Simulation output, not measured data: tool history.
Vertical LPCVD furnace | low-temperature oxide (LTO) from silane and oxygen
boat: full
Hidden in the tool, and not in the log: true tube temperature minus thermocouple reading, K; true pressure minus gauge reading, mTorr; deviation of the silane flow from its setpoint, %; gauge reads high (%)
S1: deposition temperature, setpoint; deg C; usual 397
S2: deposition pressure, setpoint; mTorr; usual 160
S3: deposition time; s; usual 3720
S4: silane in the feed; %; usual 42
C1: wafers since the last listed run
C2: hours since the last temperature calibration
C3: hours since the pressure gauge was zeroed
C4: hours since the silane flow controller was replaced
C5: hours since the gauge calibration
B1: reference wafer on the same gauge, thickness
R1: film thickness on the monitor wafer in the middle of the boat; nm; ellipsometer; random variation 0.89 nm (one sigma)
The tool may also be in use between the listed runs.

{"run": 1, "hour": 0.0, "S1": 388, "S2": 160, "S3": 2880, "S4": 42, "C1": 0, "C2": 1730.6, "C3": 1655.4, "C4": 6463.8, "C5": 2114.4, "B1": 353.97, "R1": 292.58}
{"hour": 38.1, "done": "pressure gauge zeroed"}
{"run": 2, "hour": 98.5, "S1": 388, "S2": 160, "S3": 2880, "S4": 42, "C1": 1014, "C2": 1829.1, "C3": 60.4, "C4": 6562.3, "C5": 2212.9, "B1": 354.03, "R1": 291.29}
{"run": 3, "hour": 163.2, "S1": 397, "S2": 145, "S3": 3720, "S4": 42, "C1": 881, "C2": 1893.8, "C3": 125.1, "C4": 6627.0, "C5": 2277.6, "B1": 354.12, "R1": 377.5}
{"run": 4, "hour": 217.0, "S1": 397, "S2": 145, "S3": 3720, "S4": 42, "C1": 732, "C2": 1947.6, "C3": 178.9, "C4": 6680.8, "C5": 2331.4, "B1": 353.87, "R1": 378.46}
{"run": 5, "hour": 292.7, "S1": 388, "S2": 160, "S3": 3720, "S4": 42, "C1": 1031, "C2": 2023.3, "C3": 254.6, "C4": 6756.5, "C5": 2407.1, "B1": 354.12, "R1": 376.56}
{"run": 6, "hour": 335.7, "S1": 388, "S2": 160, "S3": 3720, "S4": 42, "C1": 585, "C2": 2066.3, "C3": 297.6, "C4": 6799.5, "C5": 2450.1, "B1": 354.08, "R1": 376.72}
{"run": 7, "hour": 391.8, "S1": 388, "S2": 160, "S3": 3720, "S4": 42, "C1": 764, "C2": 2122.4, "C3": 353.7, "C4": 6855.6, "C5": 2506.2, "B1": 353.85, "R1": 376.87}
{"run": 8, "hour": 492.2, "S1": 397, "S2": 135, "S3": 3720, "S4": 42, "C1": 1367, "C2": 2222.8, "C3": 454.1, "C4": 6956.0, "C5": 2606.6, "B1": 354.11, "R1": 350.06}
{"run": 9, "hour": 592.0, "S1": 397, "S2": 160, "S3": 3720, "S4": 42, "C1": 1359, "C2": 2322.6, "C3": 553.9, "C4": 7055.8, "C5": 2706.4, "B1": 353.97, "R1": 414.69}
{"run": 10, "hour": 634.3, "S1": 397, "S2": 160, "S3": 3720, "S4": 42, "C1": 576, "C2": 2364.9, "C3": 596.2, "C4": 7098.1, "C5": 2748.7, "B1": 354.05, "R1": 415.73}
{"run": 11, "hour": 701.5, "S1": 397, "S2": 160, "S3": 3720, "S4": 42, "C1": 915, "C2": 2432.1, "C3": 663.4, "C4": 7165.3, "C5": 2815.9, "B1": 354.16, "R1": 414.17}
{"hour": 741.7, "done": "silane flow controller replaced"}
{"hour": 784.7, "done": "gauge calibrated"}
{"run": 12, "hour": 881.1, "S1": 397, "S2": 160, "S3": 2790, "S4": 39, "C1": 2119, "C2": 2611.7, "C3": 843.0, "C4": 139.4, "C5": 96.4, "B1": 353.91, "R1": 311.56}
{"run": 13, "hour": 974.9, "S1": 397, "S2": 160, "S3": 3720, "S4": 42, "C1": 1277, "C2": 2705.5, "C3": 936.8, "C4": 233.2, "C5": 190.2, "B1": 354.02, "R1": 451.98}
{"run": 14, "hour": 1078.6, "S1": 397, "S2": 160, "S3": 2850, "S4": 42, "C1": 1412, "C2": 2809.2, "C3": 1040.5, "C4": 336.9, "C5": 293.9, "B1": 354.0, "R1": 345.41}
{"run": 15, "hour": 1168.5, "S1": 397, "S2": 160, "S3": 3720, "S4": 42, "C1": 1224, "C2": 2899.1, "C3": 1130.4, "C4": 426.8, "C5": 383.8, "B1": 353.94, "R1": 449.38}
{"run": 16, "hour": 1233.2, "S1": 397, "S2": 170, "S3": 3720, "S4": 34, "C1": 881, "C2": 2963.8, "C3": 1195.1, "C4": 491.5, "C5": 448.5, "B1": 353.94, "R1": 373.71}
{"run": 17, "hour": 1328.2, "S1": 397, "S2": 160, "S3": 3720, "S4": 42, "C1": 1294, "C2": 3058.8, "C3": 1290.1, "C4": 586.5, "C5": 543.5, "B1": 354.1, "R1": 449.67}
{"hour": 1368.6, "done": "silane flow controller replaced, repeated, since the last time left the tool worse"}
{"run": 18, "hour": 1390.7, "S1": 397, "S2": 130, "S3": 2400, "S4": 42, "C1": 524, "C2": 3121.3, "C3": 1352.6, "C4": 22.1, "C5": 606.0, "B1": 353.97, "R1": 224.36}
{"hour": 1603.3, "done": "pressure gauge zeroed"}
{"hour": 1686.3, "done": "thermocouples replaced and temperature profile calibrated"}
{"run": 19, "hour": 1686.8, "S1": 403, "S2": 160, "S3": 3720, "S4": 38, "C1": 3379, "C2": 0.5, "C3": 83.5, "C4": 318.2, "C5": 902.1, "B1": 353.83, "R1": 405.91}
{"run": 20, "hour": 1786.8, "S1": 397, "S2": 160, "S3": 3720, "S4": 42, "C1": 1362, "C2": 100.5, "C3": 183.5, "C4": 418.2, "C5": 1002.1, "B1": 354.03, "R1": 427.24}
{"run": 21, "hour": 1891.6, "S1": 391, "S2": 160, "S3": 3720, "S4": 40, "C1": 1427, "C2": 205.3, "C3": 288.3, "C4": 523.0, "C5": 1106.9, "B1": 353.89, "R1": 377.76}
{"run": 22, "hour": 1934.4, "S1": 397, "S2": 160, "S3": 3720, "S4": 38, "C1": 583, "C2": 248.1, "C3": 331.1, "C4": 565.8, "C5": 1149.7, "B1": 354.16, "R1": 380.62}
{"run": 23, "hour": 2025.4, "S1": 397, "S2": 160, "S3": 3720, "S4": 42, "C1": 1239, "C2": 339.1, "C3": 422.1, "C4": 656.8, "C5": 1240.7, "B1": 353.92, "R1": 428.81}
{"run": 24, "hour": 2064.7, "S1": 407, "S2": 160, "S3": 2820, "S4": 42, "C1": 535, "C2": 378.4, "C3": 461.4, "C4": 696.1, "C5": 1280.0, "B1": 354.08, "R1": 360.91}
{"run": 25, "hour": 2141.9, "S1": 397, "S2": 180, "S3": 3720, "S4": 42, "C1": 1051, "C2": 455.6, "C3": 538.6, "C4": 773.3, "C5": 1357.2, "B1": 354.1, "R1": 482.35}
{"run": 26, "hour": 2183.9, "S1": 397, "S2": 160, "S3": 3720, "S4": 39, "C1": 572, "C2": 497.6, "C3": 580.6, "C4": 815.3, "C5": 1399.2, "B1": 353.9, "R1": 393.12}
{"run": 27, "hour": 2237.3, "S1": 402, "S2": 135, "S3": 3720, "S4": 42, "C1": 727, "C2": 551.0, "C3": 634.0, "C4": 868.7, "C5": 1452.6, "B1": 353.75, "R1": 381.64}
{"run": 28, "hour": 2287.2, "S1": 397, "S2": 160, "S3": 3720, "S4": 42, "C1": 679, "C2": 600.9, "C3": 683.9, "C4": 918.6, "C5": 1502.5, "B1": 353.9, "R1": 426.23}
{"run": 29, "hour": 2376.5, "S1": 403, "S2": 160, "S3": 3720, "S4": 49, "C1": 1216, "C2": 690.2, "C3": 773.2, "C4": 1007.9, "C5": 1591.8, "B1": 353.98, "R1": 533.04}
{"run": 30, "hour": 2415.6, "S1": 387, "S2": 185, "S3": 4380, "S4": 35, "C1": 532, "C2": 729.3, "C3": 812.3, "C4": 1047.0, "C5": 1630.9, "B1": 353.86, "R1": 413.29}

The tool's hidden state at each run:
true tube temperature minus thermocouple reading, K: 0 in every run
true pressure minus gauge reading, mTorr: 0 in every run
gauge reads high (%): 0 in every run
H1: deviation of the silane flow from its setpoint, %
run=1 H1=-3.94
run=2 H1=-4.06
run=3 H1=-4.13
run=4 H1=-4.2
run=5 H1=-4.29
run=6 H1=-4.35
run=7 H1=-4.42
run=8 H1=-4.54
run=9 H1=-4.67
run=10 H1=-4.73
run=11 H1=-4.81
run=12 H1=7.8
run=13 H1=7.8
run=14 H1=7.79
run=15 H1=7.78
run=16 H1=7.78
run=17 H1=7.77
run=18 H1=-0.0855
run=19 H1=-0.0947
run=20 H1=-0.101
run=21 H1=-0.111
run=22 H1=-0.115
run=23 H1=-0.125
run=24 H1=-0.13
run=25 H1=-0.14
run=26 H1=-0.146
run=27 H1=-0.155
run=28 H1=-0.163
run=29 H1=-0.178
run=30 H1=-0.186
